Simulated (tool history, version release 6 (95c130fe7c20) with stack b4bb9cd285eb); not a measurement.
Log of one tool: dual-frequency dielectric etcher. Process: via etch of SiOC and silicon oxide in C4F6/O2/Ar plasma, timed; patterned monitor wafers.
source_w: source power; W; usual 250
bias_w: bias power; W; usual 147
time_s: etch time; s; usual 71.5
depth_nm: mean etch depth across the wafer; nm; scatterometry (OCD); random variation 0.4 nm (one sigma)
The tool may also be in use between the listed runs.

run    hour  source_w  bias_w  time_s  wafers since the last listed run  hours since the last wet clean  hours since the last source power generator calibration  hours since the last bias power generator calibration  hours since the last upper electrode change  hours since the gauge calibration  read-back reference wafer on the same gauge, depth_nm  depth_nm
  1     0.0       250     147    87.5                                 0                            25.9                                                   4055.8                                                 1603.9                                       4525.3                              535.7                                                   77.1      79.6
  2    53.1       250     147    87.5                               839                            79.0                                                   4108.9                                                 1657.0                                       4578.4                              588.8                                                   77.4      80.4
  3   136.6       250     147    87.5                              1320                           162.5                                                   4192.4                                                 1740.5                                       4661.9                              672.3                                                   77.3      79.2
  4   200.0       250     147    71.5                              1002                           225.9                                                   4255.8                                                 1803.9                                       4725.3                              735.7                                                   77.2      64.5
      311.1  -- wet clean of the chamber
  5   311.6       250     147    71.5                              1384                             0.5                                                   4367.4                                                 1915.5                                       4836.9                              847.3                                                   77.1      62.3
  6   410.0       250     147    71.5                              1555                            98.9                                                   4465.8                                                 2013.9                                       4935.3                              945.7                                                   77.1      62.8
  7   512.6       200     147    71.5                              1622                           201.5                                                   4568.4                                                 2116.5                                       5037.9                             1048.3                                                   77.2      55.9
      607.8  -- wet clean of the chamber, repeated, since the last time left the tool worse
  8   613.6       200     147    71.5                              1217                             5.8                                                   4669.4                                                 2217.5                                       5138.9                             1149.3                                                   77.3      59.5
  9   696.6       210     147    71.5                              1312                            88.8                                                   4752.4                                                 2300.5                                       5221.9                             1232.3                                                   77.2      60.4
      746.8  -- source power generator calibrated
 10   790.2       210     147    71.5                              1416                           182.4                                                     43.4                                                 2394.1                                       5315.5                             1325.9                                                   77.2      59.6
 11   866.5       210     147    71.5                              1206                           258.7                                                    119.7                                                 2470.4                                       5391.8                             1402.2                                                   77.3      59.4
      920.7  -- upper electrode replaced
 12   963.0       250     147    71.5                              1146                           355.2                                                    216.2                                                 2566.9                                         42.3                             1498.7                                                   77.1      63.9
      998.0  -- wet clean of the chamber
 13   999.8       250     147    87.5                               202                             1.8                                                    253.0                                                 2603.7                                         79.1                             1535.5                                                   77.2      79.1
 14  1105.6       210     170    71.5                              1672                           107.6                                                    358.8                                                 2709.5                                        184.9                             1641.3                                                   77.4      62.3
     1147.0  -- gauge calibrated
 15  1190.3       200     183    57.5                              1339                           192.3                                                    443.5                                                 2794.2                                        269.6                               43.3                                                   77.1      50.2
 16  1285.7       250     165    71.5                              1508                           287.7                                                    538.9                                                 2889.6                                        365.0                              138.7                                                   77.4      66.2
 17  1367.8       250     177    71.5                              1297                           369.8                                                    621.0                                                 2971.7                                        447.1                              220.8                                                   77.3      67.2
     1408.6  -- wet clean of the chamber
 18  1425.2       200     175    84.0                               528                            16.6                                                    678.4                                                 3029.1                                        504.5                              278.2                                                   77.1      74.0
     1506.4  -- bias power generator calibrated
 19  1527.9       250     147    60.0                              1560                           119.3                                                    781.1                                                   21.5                                        607.2                              380.9                                                   77.1      54.5
 20  1602.3       250     147    71.5                              1176                           193.7                                                    855.5                                                   95.9                                        681.6                              455.3                                                   77.3      64.6
 21  1699.3       250     147    82.0                              1533                           290.7                                                    952.5                                                  192.9                                        778.6                              552.3                                                   77.2      73.5

Run 22 comes next. What will it give?
 22  1742.4       250     147    87.5                               681                           333.8                                                    995.6                                                  236.0                                        821.7                              595.4                                                      ?         ?

{"run 22": {"read-back reference wafer on the same gauge, depth_nm": 77.0, "depth_nm": 77.8}}
Without the tool's hidden state the same run would have given depth_nm 79.8 nm.
